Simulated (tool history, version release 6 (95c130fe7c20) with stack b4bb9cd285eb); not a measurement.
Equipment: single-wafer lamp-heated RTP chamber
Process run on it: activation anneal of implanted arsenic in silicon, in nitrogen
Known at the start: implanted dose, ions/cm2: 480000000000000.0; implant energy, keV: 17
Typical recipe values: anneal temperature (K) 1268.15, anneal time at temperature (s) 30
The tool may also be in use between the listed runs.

run	hour	anneal temperature (K)	anneal time at temperature (s)	wafers since the last listed run	wafers since the last pyrometer calibration	wafers since the reflector plate was cleaned	hours since the gauge calibration	read-back reference wafer on the same gauge, sheet resistance	sheet resistance of the implanted and annealed layer (ohm/square)
1	0	1268.15	30	0	4086	6208	1216.5	186.04	198.41
2	41	1258.15	30	457	4543	6665	1257.5	186.04	200.04
3	141.7	1268.15	30	1123	5667	7789	1358.2	186.03	198.2
# hour 206.9: reflector plate cleaned
# hour 210.4: pyrometer window cleaned and pyrometer calibrated
4	215.2	1280.15	35	691	53	53	1431.7	186.08	197.84
5	307.5	1280.15	35	1030	1083	1083	1524	186.13	197.4
6	389.3	1268.15	30	912	1996	1996	1605.8	186.04	199.68
7	492	1268.15	42	1146	3142	3142	1708.5	186	197.19
8	539.6	1268.15	42	531	3674	3674	1756.1	185.97	196.53
9	601.3	1268.15	30	688	4362	4362	1817.8	185.94	198.95
10	643.5	1268.15	30	470	4833	4833	1860	185.92	198.6
# hour 715.2: pyrometer window cleaned and pyrometer calibrated
11	737.8	1268.15	25	963	251	5796	1954.3	186.06	200.64
12	782.3	1268.15	30	496	748	6293	1998.8	186.11	199.78
13	840	1268.15	30	643	1392	6937	2056.5	186.08	200.07
14	1015.8	1268.15	30	1961	3354	8899	2232.3	185.99	199.28
# hour 1062.8: reflector plate cleaned
15	1105.9	1268.15	30	916	4270	481	2322.4	185.97	199.98
16	1161.1	1268.15	30	616	4886	1097	2377.6	186.03	199.59
17	1200.9	1247.15	30	444	5330	1541	2417.4	185.92	201.97
18	1273.2	1253.15	17	806	6137	2348	2489.7	185.99	203.38
# hour 1330.8: pyrometer window cleaned and pyrometer calibrated
19	1331.3	1296.15	30	559	6	2907	2547.8	185.98	195.87
20	1423.5	1276.15	30	1028	1035	3936	2640	186.01	198.61
21	1513.8	1256.15	21	1007	2042	4943	2730.3	186.02	203.05
22	1584.1	1258.15	13	784	2827	5728	2800.6	186.02	205.84
23	1635.1	1249.15	12	569	3396	6297	2851.6	185.96	206.83
24	1716.9	1268.15	30	912	4309	7210	2933.4	186	199.14
# hour 1754.5: gauge calibrated
25	1761.5	1276.15	41	497	4807	7708	7	185.92	194.54
# hour 1828.5: reflector plate cleaned
26	1829	1292.15	37	664	5471	5	74.5	185.96	193.54
# hour 1872.5: pyrometer window cleaned and pyrometer calibrated
27	1904	1268.15	30	747	352	752	149.5	186.02	201.14
28	2000.3	1257.15	25	1074	1426	1827	245.8	185.98	202.69
29	2084	1257.15	25	934	2360	2761	329.5	186.07	202.86
30	2154.4	1280.15	35	785	3146	3547	399.9	186.02	196.46
31	2230.2	1245.15	43	845	3992	4393	475.7	186.1	200.68
32	2332.3	1243.15	13	1139	5131	5532	577.8	186.02	205.98
33	2429.2	1268.15	30	1081	6213	6613	674.7	186.01	198.87
# hour 2470.2: pyrometer window cleaned and pyrometer calibrated
34	2487.6	1268.15	30	562	194	7176	733.1	185.88	200.34
35	2559.1	1268.15	30	797	992	7974	804.6	185.99	199.76
36	2628.7	1293.15	30	776	1769	8751	874.2	186.04	194.86

Selected run-to-run steps in sheet resistance of the implanted and annealed layer (ohm/square), each split into two signed amounts: the part the tool would show with no hidden state at all (from settings, incoming material and random variation), and the remainder, which goes to the hidden state together with any gauge scatter not common to the measured and the hidden-state-free results:
Unlogged tool condition in this case: true wafer temperature minus pyrometer reading, K; wafer temperature error from the tarnished reflector plate, K; gauge reads high (%).
Run 3 -> 4: anneal temperature (K) 1268.15 -> 1280.15, anneal time at temperature (s) 30 -> 35, reflector plate cleaned, pyrometer window cleaned and pyrometer calibrated. sheet resistance of the implanted and annealed layer (ohm/square) -0.36: hidden state +2.81, all else -3.17.
Run 18 -> 19: anneal temperature (K) 1253.15 -> 1296.15, anneal time at temperature (s) 17 -> 30, pyrometer window cleaned and pyrometer calibrated. sheet resistance of the implanted and annealed layer (ohm/square) -7.51: hidden state +0.19, all else -7.7.
Run 23 -> 24: anneal temperature (K) 1249.15 -> 1268.15, anneal time at temperature (s) 12 -> 30. sheet resistance of the implanted and annealed layer (ohm/square) -7.69: hidden state -1.48, all else -6.21.
Run 26 -> 27: anneal temperature (K) 1292.15 -> 1268.15, anneal time at temperature (s) 37 -> 30, pyrometer window cleaned and pyrometer calibrated. sheet resistance of the implanted and annealed layer (ohm/square) +7.6: hidden state +1.8, all else +5.8.
Run 32 -> 33: anneal temperature (K) 1243.15 -> 1268.15, anneal time at temperature (s) 13 -> 30. sheet resistance of the implanted and annealed layer (ohm/square) -7.11: hidden state -1.76, all else -5.35.
